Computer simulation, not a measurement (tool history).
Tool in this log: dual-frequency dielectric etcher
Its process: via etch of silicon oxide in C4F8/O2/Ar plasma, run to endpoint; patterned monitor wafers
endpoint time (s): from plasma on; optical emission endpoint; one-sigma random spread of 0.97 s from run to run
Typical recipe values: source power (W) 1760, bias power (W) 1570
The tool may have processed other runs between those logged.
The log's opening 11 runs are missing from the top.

run	hour	source power (W)	bias power (W)	incoming incoming film thickness, nm	endpoint time (s)
12	242.3	1760	1570	1477.5	309.5
13	270.9	1760	1570	1474.8	308.7
14	304.7	1760	1570	1471.4	305.7
15	324.9	1970	1896	1491	274.9
16	354.5	1760	1429	1483.1	317.2
17	375.7	1320	1469	1484.9	377.5
18	409.1	1490	1923	1498.8	321.2
19	437.3	1470	1325	1489	361.3
# hour 454.3: source power generator calibrated
20	461.8	1980	1737	1470.6	286.8
21	476.6	1760	1570	1492.2	319.7
22	495.7	1760	1570	1468.2	315.5
# hour 530.3: upper electrode replaced
23	530.8	2000	1207	1468.1	317.6
24	543.2	1760	1570	1481.9	318.8
25	568.6	2000	1359	1484.4	307.1
26	589.8	2130	1432	1477.7	292.2

What does the tool deliver on the next run?
27	622.7	2070	1694	1478.5	?

Run 27 yielded endpoint time (s) 280.3.
Without the tool's hidden state the same run would have given endpoint time (s) 287.2.
